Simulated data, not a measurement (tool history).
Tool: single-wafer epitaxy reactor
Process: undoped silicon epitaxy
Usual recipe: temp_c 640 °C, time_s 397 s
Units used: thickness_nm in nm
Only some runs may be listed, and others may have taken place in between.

run    hour  temp_c  time_s  read-back reference wafer on the same gauge, thickness_nm  thickness_nm
  1       0     640     397                                                     58.095        52.686
  2    31.2     640     397                                                     58.097        52.526
  3    59.3     640     364                                                     58.114        48.109
  4    78.6     640     364                                                     58.054        48.211
  5    92.9     640     364                                                     58.095        47.803
  6   149.2     640     397                                                     58.104        52.159
  7   167.5     640     397                                                     58.104         51.61
  8   183.6     640     397                                                     58.142        51.995
  9   251.1     640     397                                                     58.082        51.551
 10   280.8     640     397                                                     58.169        51.984
 11   297.5     640     397                                                     58.085        52.087
 12   318.1     640     397                                                     58.109        51.779
 13   350.9     651     397                                                     58.179        64.208
 14   371.8     651     397                                                     58.062        64.155
 15   402.6     640     397                                                     58.103         51.84
 16   437.5     640     397                                                     58.052        51.448
        494  -- gauge calibrated
 17   531.2     640     397                                                     58.179        51.219
 18   635.3     640     336                                                     58.108        43.373
 19   648.3     640     336                                                      58.07        43.227
 20     671     640     397                                                     58.105        50.848
 21   691.6     640     397                                                      58.09        51.408
 22   719.1     640     397                                                     58.054        51.139
 23   740.6     651     360                                                     58.082        56.944
 24   757.1     654     362                                                      58.12        61.201
 25   781.9     626     397                                                     58.084        38.854
 26     807     628     336                                                     58.127        33.981
 27   826.7     649     420                                                     58.085        64.117
 28   933.7     650     329                                                     58.057        51.024
      957.3  -- pyrometer calibrated
 29   957.8     645     430                                                     58.037        58.353
 30   973.4     653     443                                                     58.119        70.758
 31  1007.1     635     459                                                      58.15        51.196
 32  1021.6     654     362                                                      58.08         58.81
 33  1043.2     640     397                                                     58.122        48.666
 34  1073.4     640     397                                                     58.127        48.527
 35  1102.9     640     397                                                     58.075        48.868
 36  1126.6     640     443                                                     58.054        54.563
 37  1156.3     640     471                                                     58.058        57.337
 38    1188     640     397                                                     58.113        48.876
 39  1207.3     645     397                                                     58.079        53.788
 40  1226.9     640     397                                                     58.078        48.392
 41  1258.6     654     427                                                     58.087         68.71
 42  1287.6     640     397                                                     58.108        48.268
     1296.1  -- pyrometer calibrated, repeated, since the last time left the tool worse
 43  1322.3     654     417                                                     58.124        74.583
 44  1349.8     630     375                                                     58.124        42.035
 45  1384.4     653     319                                                     58.102        55.483

What if the next run were any one of these 3? Each begins from the tool's condition after run 45:
  A  1384.9     640     397                                                          ?             ?
  B  1384.9     649     438                                                          ?             ?
  C  1384.9     630     362                                                          ?             ?

run  read-back reference wafer on the same gauge, thickness_nm  thickness_nm
  A                                                     58.107        53.873
  B                                                     58.107        70.786
  C                                                     58.107        40.309
Take away the tool's hidden state, keep each run's random variation, and the runs would have read:
run  thickness_nm
  A        53.579
  B        70.407
  C        40.085

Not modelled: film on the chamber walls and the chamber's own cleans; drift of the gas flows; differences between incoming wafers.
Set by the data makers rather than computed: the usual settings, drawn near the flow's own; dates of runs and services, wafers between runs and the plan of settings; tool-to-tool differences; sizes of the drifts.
